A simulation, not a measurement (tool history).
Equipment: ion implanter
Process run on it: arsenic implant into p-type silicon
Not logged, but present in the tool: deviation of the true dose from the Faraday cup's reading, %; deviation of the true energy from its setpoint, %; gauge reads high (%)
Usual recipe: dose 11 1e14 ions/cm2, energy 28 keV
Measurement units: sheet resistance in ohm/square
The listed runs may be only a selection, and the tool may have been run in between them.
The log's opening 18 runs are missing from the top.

| run | hour | dose | energy | wafers since the last listed run | hours since the last dose calibration | hours since the extraction supply was calibrated | hours since the gauge calibration | read-back reference wafer on the same gauge, sheet resistance | sheet resistance |
|---|---|---|---|---|---|---|---|---|---|
| 19 | 1338.5 | 12.42 | 35 | 1809 | 1583.3 | 180.7 | 1762.3 | 109.94 | 99.71 |
| 20 | 1415.7 | 11 | 28 | 1658 | 1660.5 | 257.9 | 1839.5 | 110.07 | 111.69 |
| 21 | 1473.7 | 11 | 28 | 1246 | 1718.5 | 315.9 | 1897.5 | 110.04 | 112.22 |
| 22 | 1555.3 | 9.58 | 36.5 | 1753 | 1800.1 | 397.5 | 1979.1 | 110.03 | 116.95 |
| 23 | 1630.8 | 12.04 | 33 | 1622 | 1875.6 | 473 | 2054.6 | 110.04 | 102.98 |
| 24 | 1674.1 | 13.24 | 32.5 | 930 | 1918.9 | 516.3 | 2097.9 | 110 | 97.86 |
|  | 1700.6 | gauge calibrated |
|  | 1712.7 | Faraday cup replaced and dose calibrated |
| 25 | 1745 | 11 | 36 | 1351 | 32.3 | 587.2 | 44.4 | 109.97 | 105.59 |
| 26 | 1796.5 | 11.96 | 33.5 | 1106 | 83.8 | 638.7 | 95.9 | 110.05 | 101.79 |
| 27 | 1850.3 | 9.64 | 21 | 1155 | 137.6 | 692.5 | 149.7 | 110.03 | 126.33 |
| 28 | 1943.1 | 11 | 32.5 | 1993 | 230.4 | 785.3 | 242.5 | 109.96 | 107.88 |
| 29 | 2029.8 | 11 | 35 | 1862 | 317.1 | 872 | 329.2 | 110.01 | 106.62 |
| 30 | 2074.3 | 8.82 | 35 | 956 | 361.6 | 916.5 | 373.7 | 109.97 | 122.95 |
| 31 | 2123.2 | 11 | 28 | 1050 | 410.5 | 965.4 | 422.6 | 109.95 | 111.33 |
| 32 | 2226.5 | 11 | 36.5 | 2219 | 513.8 | 1068.7 | 525.9 | 109.98 | 105.56 |

Alternative continuations, all from the tool just after run 32; predict every row:
| A | 2226.9 | 11 | 28 | 8 | 514.2 | 1069.1 | 526.3 | ? | ? |
| B | 2226.9 | 12.11 | 30.5 | 8 | 514.2 | 1069.1 | 526.3 | ? | ? |
| C | 2226.9 | 9.57 | 21.5 | 8 | 514.2 | 1069.1 | 526.3 | ? | ? |
| D | 2226.9 | 13.17 | 19 | 8 | 514.2 | 1069.1 | 526.3 | ? | ? |
| E | 2226.9 | 13.6 | 18.5 | 8 | 514.2 | 1069.1 | 526.3 | ? | ? |

| run | read-back reference wafer on the same gauge, sheet resistance | sheet resistance |
|---|---|---|
| A | 110 | 111.34 |
| B | 110 | 103.49 |
| C | 110 | 127.07 |
| D | 110 | 108.69 |
| E | 110 | 107.63 |
With no hidden state in the tool, these same runs would have given:
| run | sheet resistance |
|---|---|
| A | 110.85 |
| B | 103.06 |
| C | 126.48 |
| D | 108.32 |
| E | 107.28 |
